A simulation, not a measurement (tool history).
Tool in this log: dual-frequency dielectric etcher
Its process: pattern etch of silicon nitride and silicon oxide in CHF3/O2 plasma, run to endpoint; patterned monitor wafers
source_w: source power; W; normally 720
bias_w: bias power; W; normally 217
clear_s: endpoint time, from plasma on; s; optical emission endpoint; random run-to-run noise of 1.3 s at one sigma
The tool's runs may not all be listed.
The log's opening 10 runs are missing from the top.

| run | hour | source_w | bias_w | wafers since the last listed run | hours since the last wet clean | hours since the last source power generator calibration | hours since the last bias power generator calibration | hours since the last upper electrode change | incoming incoming film thickness, nm | clear_s |
|---|---|---|---|---|---|---|---|---|---|---|
| 11 | 513.4 | 720 | 176 | 366 | 168.8 | 890.0 | 1829.1 | 4487.3 | 257.2 | 176.8 |
| 12 | 574.2 | 720 | 176 | 410 | 229.6 | 950.8 | 1889.9 | 4548.1 | 255.6 | 179.0 |
| 13 | 623.8 | 720 | 258 | 334 | 279.2 | 1000.4 | 1939.5 | 4597.7 | 253.3 | 159.9 |
|  | 677.0 | upper electrode replaced |
| 14 | 677.5 | 720 | 258 | 200 | 332.9 | 1054.1 | 1993.2 | 0.5 | 255.2 | 157.0 |
| 15 | 707.8 | 720 | 217 | 204 | 363.2 | 1084.4 | 2023.5 | 30.8 | 253.5 | 167.0 |
| 16 | 775.5 | 720 | 217 | 457 | 430.9 | 1152.1 | 2091.2 | 98.5 | 255.8 | 166.2 |
| 17 | 803.4 | 720 | 217 | 188 | 458.8 | 1180.0 | 2119.1 | 126.4 | 257.8 | 169.4 |
| 18 | 830.5 | 720 | 217 | 182 | 485.9 | 1207.1 | 2146.2 | 153.5 | 253.0 | 167.3 |
| 19 | 896.1 | 720 | 171 | 442 | 551.5 | 1272.7 | 2211.8 | 219.1 | 253.8 | 174.9 |
|  | 954.2 | wet clean of the chamber |
| 20 | 965.7 | 720 | 217 | 307 | 11.5 | 1342.3 | 2281.4 | 288.7 | 255.0 | 166.6 |
| 21 | 1019.1 | 580 | 243 | 360 | 64.9 | 1395.7 | 2334.8 | 342.1 | 254.1 | 173.1 |
| 22 | 1090.4 | 580 | 164 | 481 | 136.2 | 1467.0 | 2406.1 | 413.4 | 256.6 | 193.0 |
|  | 1096.3 | bias power generator calibrated |
| 23 | 1137.6 | 650 | 177 | 291 | 183.4 | 1514.2 | 41.3 | 460.6 | 255.3 | 182.7 |
| 24 | 1169.8 | 630 | 197 | 217 | 215.6 | 1546.4 | 73.5 | 492.8 | 255.5 | 180.1 |
| 25 | 1200.4 | 650 | 217 | 206 | 246.2 | 1577.0 | 104.1 | 523.4 | 255.2 | 172.2 |
|  | 1247.7 | source power generator calibrated |
| 26 | 1285.3 | 720 | 256 | 546 | 331.1 | 37.6 | 189.0 | 608.3 | 254.3 | 159.2 |
| 27 | 1332.6 | 720 | 217 | 319 | 378.4 | 84.9 | 236.3 | 655.6 | 256.8 | 165.9 |
| 28 | 1442.3 | 780 | 259 | 740 | 488.1 | 194.6 | 346.0 | 765.3 | 254.6 | 153.4 |
| 29 | 1505.9 | 660 | 234 | 429 | 551.7 | 258.2 | 409.6 | 828.9 | 254.5 | 166.5 |
|  | 1587.1 | wet clean of the chamber |
| 30 | 1587.6 | 650 | 164 | 389 | 0.5 | 339.9 | 491.3 | 910.6 | 253.3 | 182.3 |
| 31 | 1625.0 | 800 | 217 | 252 | 37.9 | 377.3 | 528.7 | 948.0 | 250.9 | 159.0 |
| 32 | 1654.3 | 830 | 217 | 197 | 67.2 | 406.6 | 558.0 | 977.3 | 255.8 | 161.3 |

Estimate the outcome of run 33 from the log above:
| 33 | 1724.8 | 830 | 181 | 475 | 137.7 | 477.1 | 628.5 | 1047.8 | 254.5 | ? |

{"run 33": {"clear_s": 165.6}}
Minus the tool's unlogged condition, the same run would have read clear_s 165.6 s.
